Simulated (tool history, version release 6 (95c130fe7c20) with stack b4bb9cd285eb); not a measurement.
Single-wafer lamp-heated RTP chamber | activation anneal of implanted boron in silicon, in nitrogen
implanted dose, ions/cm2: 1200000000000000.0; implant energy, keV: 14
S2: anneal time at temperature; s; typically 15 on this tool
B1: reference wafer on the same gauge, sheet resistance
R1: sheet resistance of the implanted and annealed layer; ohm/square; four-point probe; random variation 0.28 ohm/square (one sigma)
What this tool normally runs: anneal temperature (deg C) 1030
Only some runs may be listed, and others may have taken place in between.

run 1 hour=0 | anneal_temperature_(deg_C)=1030 S2=15 | B1=108.07 | R1=100.84
-- hour=17.4 reflector plate cleaned
run 2 hour=63.3 | anneal_temperature_(deg_C)=1030 S2=15 | B1=107.97 | R1=100.66
run 3 hour=110.7 | anneal_temperature_(deg_C)=1030 S2=15 | B1=108.05 | R1=101.17
run 4 hour=147.2 | anneal_temperature_(deg_C)=1030 S2=15 | B1=108.05 | R1=100.36
run 5 hour=208.4 | anneal_temperature_(deg_C)=1048 S2=19 | B1=107.88 | R1=98.94
run 6 hour=257.5 | anneal_temperature_(deg_C)=1048 S2=19 | B1=108.13 | R1=98.25
-- hour=282.1 pyrometer window cleaned and pyrometer calibrated, repeated, since the last time left the tool worse
run 7 hour=315.5 | anneal_temperature_(deg_C)=1030 S2=15 | B1=107.89 | R1=102.76
run 8 hour=367.6 | anneal_temperature_(deg_C)=1030 S2=15 | B1=108.12 | R1=102.49
run 9 hour=403.3 | anneal_temperature_(deg_C)=1048 S2=15 | B1=108.02 | R1=100.1
-- hour=421.9 gauge calibrated
run 10 hour=445.1 | anneal_temperature_(deg_C)=1030 S2=15 | B1=108.03 | R1=101.93
run 11 hour=475.6 | anneal_temperature_(deg_C)=1030 S2=15 | B1=108.03 | R1=102.03
-- hour=501.9 reflector plate cleaned
run 12 hour=524.8 | anneal_temperature_(deg_C)=1030 S2=15 | B1=107.96 | R1=102.61
run 13 hour=551.6 | anneal_temperature_(deg_C)=1030 S2=24 | B1=108.08 | R1=100.91
run 14 hour=587.4 | anneal_temperature_(deg_C)=1030 S2=11 | B1=108.02 | R1=102.69
run 15 hour=625.3 | anneal_temperature_(deg_C)=1030 S2=11 | B1=107.95 | R1=102.82
run 16 hour=664.3 | anneal_temperature_(deg_C)=1030 S2=7 | B1=108.07 | R1=103.66
run 17 hour=717.3 | anneal_temperature_(deg_C)=1038 S2=15 | B1=107.99 | R1=100.64
-- hour=758 pyrometer window cleaned and pyrometer calibrated
run 18 hour=758.5 | anneal_temperature_(deg_C)=1030 S2=15 | B1=108.02 | R1=102.2
run 19 hour=788.4 | anneal_temperature_(deg_C)=1030 S2=15 | B1=107.96 | R1=102.76
run 20 hour=837.4 | anneal_temperature_(deg_C)=1015 S2=17 | B1=108.03 | R1=104.73
run 21 hour=868.7 | anneal_temperature_(deg_C)=1030 S2=15 | B1=107.94 | R1=102.96
-- hour=911.1 reflector plate cleaned
run 22 hour=938.2 | anneal_temperature_(deg_C)=1030 S2=15 | B1=107.97 | R1=102.57
run 23 hour=996.2 | anneal_temperature_(deg_C)=1038 S2=15 | B1=108.16 | R1=101.33
run 24 hour=1020.8 | anneal_temperature_(deg_C)=1050 S2=18 | B1=108.02 | R1=99.4
run 25 hour=1069.5 | anneal_temperature_(deg_C)=1030 S2=15 | B1=108 | R1=102.34
run 26 hour=1109.6 | anneal_temperature_(deg_C)=1030 S2=10 | B1=107.95 | R1=102.92
run 27 hour=1137 | anneal_temperature_(deg_C)=1014 S2=10 | B1=107.99 | R1=106.12
run 28 hour=1176.4 | anneal_temperature_(deg_C)=1008 S2=12 | B1=108 | R1=106.81
run 29 hour=1201.2 | anneal_temperature_(deg_C)=1017 S2=7 | B1=107.99 | R1=105.85
-- hour=1231 pyrometer window cleaned and pyrometer calibrated
run 30 hour=1242 | anneal_temperature_(deg_C)=1044 S2=21 | B1=108.05 | R1=100.24
-- hour=1303.4 reflector plate cleaned
run 31 hour=1304.4 | anneal_temperature_(deg_C)=1045 S2=9 | B1=107.92 | R1=101.7
run 32 hour=1338.4 | anneal_temperature_(deg_C)=1030 S2=15 | B1=107.89 | R1=102.24
run 33 hour=1363.3 | anneal_temperature_(deg_C)=1057 S2=12 | B1=108 | R1=99.97
run 34 hour=1414.5 | anneal_temperature_(deg_C)=1043 S2=11 | B1=108.05 | R1=101.46
run 35 hour=1461.7 | anneal_temperature_(deg_C)=1030 S2=15 | B1=107.89 | R1=101.81

5 options for the next run, each taken on its own from the tool as it stands now. Forecast them:
run A hour=1462.1 | anneal_temperature_(deg_C)=1030 S2=15 | B1=? | R1=?
run B hour=1462.1 | anneal_temperature_(deg_C)=1006 S2=15 | B1=? | R1=?
run C hour=1462.1 | anneal_temperature_(deg_C)=1058 S2=9 | B1=? | R1=?
run D hour=1462.1 | anneal_temperature_(deg_C)=1016 S2=8 | B1=? | R1=?
run E hour=1462.1 | anneal_temperature_(deg_C)=1014 S2=15 | B1=? | R1=?

run=A B1=108.05 R1=102.33
run=B B1=108.05 R1=107.14
run=C B1=108.05 R1=100.38
run=D B1=108.05 R1=106.58
run=E B1=108.05 R1=105.2
Had the tool no hidden state, the same runs would have come out as:
run=A R1=102.73
run=B R1=107.9
run=C R1=100.58
run=D R1=107.25
run=E R1=105.78
